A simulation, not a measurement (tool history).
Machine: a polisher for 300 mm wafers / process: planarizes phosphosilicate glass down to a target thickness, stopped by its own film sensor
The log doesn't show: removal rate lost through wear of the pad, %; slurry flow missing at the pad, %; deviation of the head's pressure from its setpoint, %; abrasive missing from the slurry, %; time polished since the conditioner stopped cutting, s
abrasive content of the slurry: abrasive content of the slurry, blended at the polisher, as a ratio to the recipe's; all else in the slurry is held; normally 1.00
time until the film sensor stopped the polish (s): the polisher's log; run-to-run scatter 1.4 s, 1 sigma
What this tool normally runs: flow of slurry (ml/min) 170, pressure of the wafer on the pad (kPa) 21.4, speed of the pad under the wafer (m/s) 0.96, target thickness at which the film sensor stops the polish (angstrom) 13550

run   hour  flow of slurry (ml/min)  pressure of the wafer on the pad (kPa)  speed of the pad under the wafer (m/s)  abrasive content of the slurry  target thickness at which the film sensor stops the polish (angstrom)  wafers since the last listed run  wafers polished on this pad  hours since the slurry nozzle was cleaned  hours since the head pressure was calibrated  hours since the slurry blender was calibrated  hours since the conditioning disc was replaced  incoming thickness of the incoming film, nm  time until the film sensor stopped the polish (s)
  1    0.0                      170                                    21.4                                    0.96                            1.00                                                                  13550                                 0                          646                                      227.9                                          27.3                                           84.2                                             0.6                                       1832.9                                               76.2
  2   19.3                      170                                    21.4                                    0.96                            1.00                                                                  13550                               157                          803                                      247.2                                          46.6                                          103.5                                            19.9                                       1823.8                                               74.3
      37.1  -- worn pad replaced by a new one
  3   37.6                      170                                    21.4                                    0.96                            1.00                                                                  13550                               116                            3                                      265.5                                          64.9                                          121.8                                            38.2                                       1835.9                                               81.1
  4   43.9                      170                                    21.4                                    0.96                            1.00                                                                  13550                                51                           55                                      271.8                                          71.2                                          128.1                                            44.5                                       1837.8                                               79.3
  5   56.2                      170                                    21.4                                    0.96                            1.00                                                                  13550                               100                          155                                      284.1                                          83.5                                          140.4                                            56.8                                       1839.8                                               78.1
  6   63.8                      170                                    21.4                                    0.96                            1.00                                                                  13550                                61                          217                                      291.7                                          91.1                                          148.0                                            64.4                                       1852.0                                               79.6
  7   74.9                      170                                    21.4                                    0.96                            1.00                                                                  12270                                90                          307                                      302.8                                         102.2                                          159.1                                            75.5                                       1851.9                                              104.2
  8   82.8                      170                                    21.4                                    0.96                            1.00                                                                  13550                                64                          372                                      310.7                                         110.1                                          167.0                                            83.4                                       1841.5                                               82.5
      86.4  -- slurry nozzle cleaned
  9   92.5                      195                                    21.4                                    0.96                            1.00                                                                  13550                                70                          442                                        6.1                                         119.8                                          176.7                                            93.1                                       1870.0                                               82.9
 10  100.4                      170                                    21.4                                    0.96                            1.00                                                                  13550                                64                          507                                       14.0                                         127.7                                          184.6                                           101.0                                       1835.5                                               80.1
 11  108.6                      170                                    21.4                                    0.72                            1.20                                                                  13550                                66                          574                                       22.2                                         135.9                                          192.8                                           109.2                                       1859.6                                               90.2
 12  119.5                      170                                    21.4                                    0.96                            1.00                                                                  13550                                88                          662                                       33.1                                         146.8                                          203.7                                           120.1                                       1853.3                                               84.6
 13  136.2                      170                                    21.4                                    0.96                            1.00                                                                  13550                               136                          798                                       49.8                                         163.5                                          220.4                                           136.8                                       1816.5                                               79.2
 14  149.0                      170                                    28.3                                    0.84                            1.00                                                                  13020                               104                          903                                       62.6                                         176.3                                          233.2                                           149.6                                       1880.4                                               81.4
 15  165.4                      170                                    21.4                                    0.96                            1.00                                                                  12660                               133                         1036                                       79.0                                         192.7                                          249.6                                           166.0                                       1852.4                                              104.1
     176.4  -- worn pad replaced by a new one
 16  178.1                      170                                    21.4                                    0.96                            1.15                                                                  14720                                70                           13                                       91.7                                         205.4                                          262.3                                           178.7                                       1836.4                                               60.7
 17  184.4                      170                                    21.4                                    1.24                            1.00                                                                  13550                                51                           65                                       98.0                                         211.7                                          268.6                                           185.0                                       1870.0                                               80.3
     187.8  -- slurry blender recalibrated
 18  199.7                      170                                    21.4                                    0.96                            1.00                                                                  13550                               108                          173                                      113.3                                         227.0                                           11.9                                           200.3                                       1873.3                                               78.3
 19  229.5                      170                                    21.4                                    1.12                            1.00                                                                  12960                               242                          416                                      143.1                                         256.8                                           41.7                                           230.1                                       1874.5                                               78.4
 20  237.7                      170                                    13.8                                    0.96                            1.15                                                                  13550                                66                          483                                      151.3                                         265.0                                           49.9                                           238.3                                       1821.6                                              106.9
 21  253.5                      170                                    21.4                                    0.86                            1.00                                                                  12210                               128                          611                                      167.1                                         280.8                                           65.7                                           254.1                                       1832.2                                              101.6
 22  260.5                      170                                    21.4                                    0.96                            0.75                                                                  13550                                57                          668                                      174.1                                         287.8                                           72.7                                           261.1                                       1844.6                                               91.0
 23  266.6                      145                                    14.5                                    0.96                            1.00                                                                  13550                                49                          718                                      180.2                                         293.9                                           78.8                                           267.2                                       1834.3                                              113.9
 24  273.2                      170                                    15.2                                    0.72                            1.00                                                                  11900                                53                          772                                      186.8                                         300.5                                           85.4                                           273.8                                       1855.6                                              173.7
 25  289.1                      205                                    21.4                                    0.96                            1.25                                                                  13550                               129                          901                                      202.7                                         316.4                                          101.3                                           289.7                                       1847.8                                               69.4

Forecast each of these 5 alternatives for the next run:
  A  289.5                      170                                    21.4                                    0.96                            1.00                                                                  13550                                 3                          904                                      203.1                                         316.8                                          101.7                                           290.1                                       1852.0                                                  ?
  B  289.5                      145                                    21.4                                    0.96                            1.00                                                                  12120                                 3                          904                                      203.1                                         316.8                                          101.7                                           290.1                                       1852.0                                                  ?
  C  289.5                      170                                    15.9                                    0.96                            0.85                                                                  12740                                 3                          904                                      203.1                                         316.8                                          101.7                                           290.1                                       1852.0                                                  ?
  D  289.5                      170                                    15.9                                    0.96                            1.00                                                                  13550                                 3                          904                                      203.1                                         316.8                                          101.7                                           290.1                                       1852.0                                                  ?
  E  289.5                      205                                    21.4                                    0.96                            1.00                                                                  13550                                 3                          904                                      203.1                                         316.8                                          101.7                                           290.1                                       1852.0                                                  ?

run  time until the film sensor stopped the polish (s)
  A                                               77.8
  B                                              102.9
  C                                              132.0
  D                                              104.9
  E                                               75.8
Stripped of hidden state, with their random variation kept, the same runs would have yielded:
run  time until the film sensor stopped the polish (s)
  A                                               72.4
  B                                               95.6
  C                                              122.0
  D                                               97.5
  E                                               70.5

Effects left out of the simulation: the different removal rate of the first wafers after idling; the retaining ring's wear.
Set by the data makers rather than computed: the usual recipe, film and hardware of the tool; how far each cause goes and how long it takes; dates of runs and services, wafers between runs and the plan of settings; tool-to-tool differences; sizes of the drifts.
